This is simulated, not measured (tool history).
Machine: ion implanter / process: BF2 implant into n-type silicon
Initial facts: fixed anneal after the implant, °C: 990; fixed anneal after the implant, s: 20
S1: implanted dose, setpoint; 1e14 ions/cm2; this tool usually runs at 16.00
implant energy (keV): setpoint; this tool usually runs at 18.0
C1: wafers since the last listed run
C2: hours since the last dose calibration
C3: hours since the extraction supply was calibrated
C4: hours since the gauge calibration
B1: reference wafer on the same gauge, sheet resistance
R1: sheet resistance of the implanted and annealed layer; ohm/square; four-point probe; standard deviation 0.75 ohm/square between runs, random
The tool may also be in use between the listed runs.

{"run": 1, "hour": 0.0, "S1": 16.0, "implant energy (keV)": 14.5, "C1": 0, "C2": 1140.5, "C3": 2282.0, "C4": 39.3, "B1": 160.94, "R1": 221.56}
{"run": 2, "hour": 9.4, "S1": 16.0, "implant energy (keV)": 15.0, "C1": 124, "C2": 1149.9, "C3": 2291.4, "C4": 48.7, "B1": 161.19, "R1": 217.55}
{"run": 3, "hour": 16.3, "S1": 16.0, "implant energy (keV)": 15.0, "C1": 91, "C2": 1156.8, "C3": 2298.3, "C4": 55.6, "B1": 161.32, "R1": 216.77}
{"run": 4, "hour": 31.4, "S1": 17.3, "implant energy (keV)": 18.0, "C1": 200, "C2": 1171.9, "C3": 2313.4, "C4": 70.7, "B1": 160.97, "R1": 197.81}
{"run": 5, "hour": 81.6, "S1": 16.0, "implant energy (keV)": 16.5, "C1": 667, "C2": 1222.1, "C3": 2363.6, "C4": 120.9, "B1": 161.11, "R1": 208.66}
{"run": 6, "hour": 90.5, "S1": 16.0, "implant energy (keV)": 16.5, "C1": 118, "C2": 1231.0, "C3": 2372.5, "C4": 129.8, "B1": 161.03, "R1": 208.89}
{"run": 7, "hour": 106.6, "S1": 16.0, "implant energy (keV)": 18.0, "C1": 213, "C2": 1247.1, "C3": 2388.6, "C4": 145.9, "B1": 161.3, "R1": 199.85}
{"run": 8, "hour": 123.8, "S1": 16.0, "implant energy (keV)": 18.0, "C1": 228, "C2": 1264.3, "C3": 2405.8, "C4": 163.1, "B1": 160.9, "R1": 201.43}
{"run": 9, "hour": 163.9, "S1": 13.35, "implant energy (keV)": 14.5, "C1": 532, "C2": 1304.4, "C3": 2445.9, "C4": 203.2, "B1": 161.16, "R1": 225.74}
{"run": 10, "hour": 176.5, "S1": 13.35, "implant energy (keV)": 14.5, "C1": 167, "C2": 1317.0, "C3": 2458.5, "C4": 215.8, "B1": 160.99, "R1": 225.65}
{"run": 11, "hour": 186.8, "S1": 13.35, "implant energy (keV)": 14.5, "C1": 136, "C2": 1327.3, "C3": 2468.8, "C4": 226.1, "B1": 161.09, "R1": 225.23}
{"run": 12, "hour": 198.8, "S1": 16.0, "implant energy (keV)": 21.0, "C1": 159, "C2": 1339.3, "C3": 2480.8, "C4": 238.1, "B1": 160.94, "R1": 186.24}
{"run": 13, "hour": 204.9, "S1": 16.0, "implant energy (keV)": 21.0, "C1": 81, "C2": 1345.4, "C3": 2486.9, "C4": 244.2, "B1": 161.0, "R1": 185.62}
{"run": 14, "hour": 216.8, "S1": 16.0, "implant energy (keV)": 21.0, "C1": 158, "C2": 1357.3, "C3": 2498.8, "C4": 256.1, "B1": 161.09, "R1": 185.76}
{"run": 15, "hour": 227.2, "S1": 16.0, "implant energy (keV)": 18.0, "C1": 138, "C2": 1367.7, "C3": 2509.2, "C4": 266.5, "B1": 161.29, "R1": 199.8}
{"run": 16, "hour": 274.5, "S1": 16.0, "implant energy (keV)": 18.0, "C1": 628, "C2": 1415.0, "C3": 2556.5, "C4": 313.8, "B1": 160.93, "R1": 200.8}
{"hour": 278.3, "done": "gauge calibrated"}
{"run": 17, "hour": 288.8, "S1": 20.77, "implant energy (keV)": 13.0, "C1": 190, "C2": 1429.3, "C3": 2570.8, "C4": 10.5, "B1": 160.99, "R1": 224.64}
{"run": 18, "hour": 305.8, "S1": 16.0, "implant energy (keV)": 18.0, "C1": 225, "C2": 1446.3, "C3": 2587.8, "C4": 27.5, "B1": 160.85, "R1": 201.02}
{"run": 19, "hour": 320.1, "S1": 20.06, "implant energy (keV)": 20.0, "C1": 190, "C2": 1460.6, "C3": 2602.1, "C4": 41.8, "B1": 161.19, "R1": 184.68}
{"hour": 330.0, "done": "extraction supply calibrated"}
{"run": 20, "hour": 330.5, "S1": 16.0, "implant energy (keV)": 18.0, "C1": 31, "C2": 1471.0, "C3": 0.5, "C4": 52.2, "B1": 161.03, "R1": 199.86}
{"run": 21, "hour": 336.4, "S1": 17.68, "implant energy (keV)": 11.5, "C1": 78, "C2": 1476.9, "C3": 6.4, "C4": 58.1, "B1": 161.12, "R1": 239.53}
{"run": 22, "hour": 346.9, "S1": 14.4, "implant energy (keV)": 13.0, "C1": 139, "C2": 1487.4, "C3": 16.9, "C4": 68.6, "B1": 161.1, "R1": 235.54}
{"run": 23, "hour": 354.9, "S1": 16.0, "implant energy (keV)": 15.5, "C1": 106, "C2": 1495.4, "C3": 24.9, "C4": 76.6, "B1": 160.97, "R1": 213.28}
{"run": 24, "hour": 367.5, "S1": 17.96, "implant energy (keV)": 15.5, "C1": 167, "C2": 1508.0, "C3": 37.5, "C4": 89.2, "B1": 161.11, "R1": 210.36}
{"hour": 382.8, "done": "Faraday cup replaced and dose calibrated"}
{"run": 25, "hour": 385.5, "S1": 13.5, "implant energy (keV)": 18.0, "C1": 132, "C2": 2.7, "C3": 55.5, "C4": 107.2, "B1": 161.13, "R1": 205.14}
{"run": 26, "hour": 402.2, "S1": 20.24, "implant energy (keV)": 12.5, "C1": 221, "C2": 19.4, "C3": 72.2, "C4": 123.9, "B1": 160.99, "R1": 229.37}
{"run": 27, "hour": 420.2, "S1": 16.0, "implant energy (keV)": 18.0, "C1": 239, "C2": 37.4, "C3": 90.2, "C4": 141.9, "B1": 160.86, "R1": 200.43}
{"run": 28, "hour": 428.4, "S1": 16.0, "implant energy (keV)": 18.0, "C1": 108, "C2": 45.6, "C3": 98.4, "C4": 150.1, "B1": 161.01, "R1": 200.69}
{"run": 29, "hour": 439.3, "S1": 11.78, "implant energy (keV)": 18.0, "C1": 144, "C2": 56.5, "C3": 109.3, "C4": 161.0, "B1": 160.89, "R1": 209.9}
{"run": 30, "hour": 447.0, "S1": 19.73, "implant energy (keV)": 21.5, "C1": 102, "C2": 64.2, "C3": 117.0, "C4": 168.7, "B1": 160.89, "R1": 179.12}
{"run": 31, "hour": 458.9, "S1": 16.0, "implant energy (keV)": 18.0, "C1": 158, "C2": 76.1, "C3": 128.9, "C4": 180.6, "B1": 161.1, "R1": 200.59}
{"run": 32, "hour": 465.3, "S1": 16.0, "implant energy (keV)": 18.0, "C1": 85, "C2": 82.5, "C3": 135.3, "C4": 187.0, "B1": 161.39, "R1": 199.69}
{"run": 33, "hour": 477.5, "S1": 13.46, "implant energy (keV)": 13.0, "C1": 162, "C2": 94.7, "C3": 147.5, "C4": 199.2, "B1": 160.85, "R1": 236.38}
{"run": 34, "hour": 493.7, "S1": 16.0, "implant energy (keV)": 15.0, "C1": 215, "C2": 110.9, "C3": 163.7, "C4": 215.4, "B1": 160.99, "R1": 216.72}
{"run": 35, "hour": 505.3, "S1": 13.72, "implant energy (keV)": 22.5, "C1": 154, "C2": 122.5, "C3": 175.3, "C4": 227.0, "B1": 161.06, "R1": 182.88}
{"run": 36, "hour": 514.8, "S1": 19.1, "implant energy (keV)": 18.0, "C1": 126, "C2": 132.0, "C3": 184.8, "C4": 236.5, "B1": 160.68, "R1": 196.3}
{"run": 37, "hour": 527.0, "S1": 16.0, "implant energy (keV)": 18.0, "C1": 162, "C2": 144.2, "C3": 197.0, "C4": 248.7, "B1": 161.1, "R1": 200.69}
{"run": 38, "hour": 543.4, "S1": 20.58, "implant energy (keV)": 21.0, "C1": 217, "C2": 160.6, "C3": 213.4, "C4": 265.1, "B1": 161.3, "R1": 180.47}

Across each entry between runs, compare the hidden state at the last listed run before it with the hidden state at the first listed run after it:
Run 16 -> run 17: gauge calibrated (hour 278.3)
  nothing in the hidden state changes from one run to the other
Run 19 -> run 20: extraction supply calibrated (hour 330.0)
  nothing in the hidden state changes from one run to the other
Run 24 -> run 25: Faraday cup replaced and dose calibrated (hour 382.8)
  nothing in the hidden state changes from one run to the other

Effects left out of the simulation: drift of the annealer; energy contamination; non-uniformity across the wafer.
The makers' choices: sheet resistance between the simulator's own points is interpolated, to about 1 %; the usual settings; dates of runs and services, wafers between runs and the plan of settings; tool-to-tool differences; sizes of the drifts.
